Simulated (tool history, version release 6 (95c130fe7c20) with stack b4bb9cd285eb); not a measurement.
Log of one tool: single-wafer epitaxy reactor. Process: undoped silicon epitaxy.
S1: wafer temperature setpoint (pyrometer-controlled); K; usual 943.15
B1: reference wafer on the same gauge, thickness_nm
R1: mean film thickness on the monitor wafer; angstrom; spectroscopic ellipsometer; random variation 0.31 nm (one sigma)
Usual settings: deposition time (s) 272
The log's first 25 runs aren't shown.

Run 26, hour 2158: usual settings but S1 954.15 K, deposition time (s) 293; B1 65.959. Result: R1 988.77 angstrom.
Run 27, hour 2210.7: usual settings but S1 930.15 K; B1 65.931. Result: R1 567.89 angstrom.
Run 28, hour 2273.3: usual settings; B1 65.926. Result: R1 738.54 angstrom.
Run 29, hour 2367.4: usual settings but S1 934.15 K, deposition time (s) 321; B1 65.93. Result: R1 732.29 angstrom.
At hour 2438.8: pyrometer calibrated, repeated, since the last time left the tool worse.
Run 30, hour 2469.2: usual settings but S1 951.15 K, deposition time (s) 286; B1 65.97. Result: R1 879.95 angstrom.
Run 31, hour 2568.3: usual settings; B1 65.909. Result: R1 712.44 angstrom.
Run 32, hour 2636.1: usual settings but S1 951.15 K, deposition time (s) 325; B1 65.845. Result: R1 997.7 angstrom.
Run 33, hour 2693.3: usual settings; B1 65.932. Result: R1 712.05 angstrom.
Run 34, hour 2750.9: usual settings but deposition time (s) 308; B1 65.933. Result: R1 804.68 angstrom.
Run 35, hour 2812.3: usual settings but S1 938.15 K, deposition time (s) 293; B1 65.872. Result: R1 690.05 angstrom.
Run 36, hour 2875.2: usual settings but deposition time (s) 322; B1 65.881. Result: R1 838.64 angstrom.
Run 37, hour 2967.7: usual settings but deposition time (s) 226; B1 65.897. Result: R1 587.53 angstrom.
Run 38, hour 3005.8: usual settings but S1 929.15 K; B1 65.932. Result: R1 531.09 angstrom.

Forecast each of these 5 alternatives for the next run:
Run A, hour 3006.3: usual settings; B1 ?. Result: R1 ?.
Run B, hour 3006.3: usual settings but S1 955.15 K, deposition time (s) 320; B1 ?. Result: R1 ?.
Run C, hour 3006.3: usual settings but S1 938.15 K, deposition time (s) 227; B1 ?. Result: R1 ?.
Run D, hour 3006.3: usual settings but S1 953.15 K, deposition time (s) 294; B1 ?. Result: R1 ?.
Run E, hour 3006.3: usual settings but S1 952.15 K, deposition time (s) 231; B1 ?. Result: R1 ?.

run      B1       R1
  A  65.859   709.83
  B  65.859  1060.01
  C  65.859   535.43
  D  65.859   936.31
  E  65.859    721.3
Without the tool's hidden state the same runs would have given:
run       R1
  A   715.44
  B  1068.18
  C    539.7
  D   943.55
  E   726.89

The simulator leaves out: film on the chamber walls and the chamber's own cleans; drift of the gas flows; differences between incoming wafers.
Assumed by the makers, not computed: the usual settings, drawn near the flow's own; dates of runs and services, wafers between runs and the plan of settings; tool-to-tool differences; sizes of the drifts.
